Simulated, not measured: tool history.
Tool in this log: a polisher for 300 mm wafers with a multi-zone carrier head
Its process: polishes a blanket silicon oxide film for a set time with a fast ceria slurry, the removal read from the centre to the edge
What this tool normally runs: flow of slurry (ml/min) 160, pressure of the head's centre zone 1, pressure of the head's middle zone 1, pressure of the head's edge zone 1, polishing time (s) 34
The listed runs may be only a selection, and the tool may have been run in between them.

run   hour  flow of slurry (ml/min)  pressure of the head's centre zone  pressure of the head's middle zone  pressure of the head's edge zone  polishing time (s)  wafers since the last listed run  wafers polished on this pad  hours since the slurry nozzle was cleaned  hours since the centre zone pressure was calibrated  hours since the edge zone pressure was calibrated  hours since the carrier head's membrane was replaced  incoming thickness of the incoming film, nm  film removed at the wafer's centre (angstrom)  film removed at mid-radius (angstrom)  film removed at the wafer's edge (angstrom)
  1      0                      160                                   1                                   1                                 1                  42                                 0                          350                                      368.9                                               1114.6                                              678.1                                                 767.4                                       3362.7                                           3098                                   3421                                         3335
  2   28.7                      160                                0.97                                   1                                 1                  34                               379                          730                                      397.6                                               1143.3                                              706.8                                                 796.1                                       3407.7                                           2437                                   2805                                         2658
  3     49                      160                                0.97                                   1                                 1                  34                               268                          998                                      417.9                                               1163.6                                              727.1                                                 816.4                                       3448.8                                           2417                                   2819                                         2699
  4   74.7                      160                                0.91                                1.02                                 1                  34                               339                         1338                                      443.6                                               1189.3                                              752.8                                                 842.1                                       3397.8                                           2206                                   2851                                         2647
      87.3  -- worn pad replaced by a new one
  5  106.9                      160                                   1                                   1                              0.94                  34                               372                          258                                      475.8                                               1221.5                                                785                                                 874.3                                       3393.6                                           2465                                   2715                                         2643
  6  135.7                      160                                   1                                   1                              0.94                  34                               380                          639                                      504.6                                               1250.3                                              813.8                                                 903.1                                       3436.2                                           2468                                   2832                                         2604
  7  157.3                      160                                   1                                   1                              0.91                  34                               285                          925                                      526.2                                               1271.9                                              835.4                                                 924.7                                       3417.5                                           2493                                   2780                                         2579
  8  176.7                      160                                   1                                   1                              0.91                  34                               256                         1181                                      545.6                                               1291.3                                              854.8                                                 944.1                                       3478.6                                           2434                                   2833                                         2692
  9  201.1                      160                                   1                                   1                              0.91                  34                               322                         1504                                        570                                               1315.7                                              879.2                                                 968.5                                       3411.5                                           2456                                   2793                                         2573
     215.6  -- worn pad replaced by a new one
     232.4  -- slurry nozzle cleaned
 10  233.4                      160                                   1                                   1                                 1                  34                               361                          222                                          1                                                 1348                                              911.5                                                1000.8                                       3489.1                                           2505                                   2841                                         2786
     244.8  -- carrier head's membrane replaced by a new one
 11    267                      140                                 0.9                                1.06                                 1                  34                               378                          600                                       34.6                                               1381.6                                              945.1                                                  22.2                                         3445                                           2101                                   2824                                         2727
     289.5  -- centre zone pressure recalibrated
 12  298.4                      160                                   1                                   1                                 1                  34                               388                          989                                         66                                                  8.9                                              976.5                                                  53.6                                       3445.6                                           2802                                   2774                                         2769
 13  333.4                      160                                0.97                                   1                                 1                  34                               462                         1451                                        101                                                 43.9                                             1011.5                                                  88.6                                       3405.4                                           2707                                   2848                                         2694
     341.4  -- worn pad replaced by a new one
 14  350.1                      160                                0.88                                0.88                              1.07                  34                               167                          115                                      117.7                                                 60.6                                             1028.2                                                 105.3                                       3483.6                                           2426                                   2499                                         2846
 15  377.8                      160                                   1                                   1                                 1                  34                               366                          481                                      145.4                                                 88.3                                             1055.9                                                   133                                       3406.5                                           2841                                   2832                                         2790
     380.2  -- edge zone pressure recalibrated
 16  402.5                      185                                1.08                                   1                                 1                  34                               300                          782                                      170.1                                                  113                                               22.3                                                 157.7                                       3463.1                                           3079                                   2830                                         2744
 17  434.1                      160                                   1                                   1                                 1                  34                               417                         1200                                      201.7                                                144.6                                               53.9                                                 189.3                                       3493.4                                           2816                                   2840                                         2752
     446.4  -- worn pad replaced by a new one
 18  450.6                      160                                   1                                   1                              0.94                  34                               165                           55                                      218.2                                                161.1                                               70.4                                                 205.8                                       3435.3                                           2738                                   2835                                         2687
 19  463.2                      195                                1.12                                 1.1                              1.08                  34                               166                          221                                      230.8                                                173.7                                                 83                                                 218.4                                       3467.9                                           3229                                   3129                                         2893
 20  488.9                      160                                   1                                1.03                              0.96                  34                               339                          561                                      256.5                                                199.4                                              108.7                                                 244.1                                       3455.3                                           2758                                   2866                                         2705
 21  516.2                      160                                0.93                                   1                              1.07                  34                               361                          922                                      283.8                                                226.7                                                136                                                 271.4                                       3471.7                                           2585                                   2816                                         2810
 22  550.7                      160                                0.92                                   1                                 1                  43                               456                         1378                                      318.3                                                261.2                                              170.5                                                 305.9                                       3353.6                                           3209                                   3617                                         3519

Give the tool's hidden conditions for every run:
removal rate lost through wear of the pad, %: 0, the same for each run
slurry flow missing at the pad, %: 0, the same for each run
deviation of the edge zone's pressure from its setpoint, %: 0, the same for each run
H1: deviation of the centre zone's pressure from its setpoint, %
run       H1
  1    -9.52
  2    -9.78
  3    -9.97
  4    -10.2
  5    -10.5
  6    -10.8
  7      -11
  8    -11.1
  9    -11.4
 10    -11.7
 11      -12
 12     1.22
 13    0.898
 14    0.744
 15    0.491
 16    0.264
 17  -0.0256
 18   -0.177
 19   -0.292
 20   -0.528
 21   -0.778
 22    -1.09

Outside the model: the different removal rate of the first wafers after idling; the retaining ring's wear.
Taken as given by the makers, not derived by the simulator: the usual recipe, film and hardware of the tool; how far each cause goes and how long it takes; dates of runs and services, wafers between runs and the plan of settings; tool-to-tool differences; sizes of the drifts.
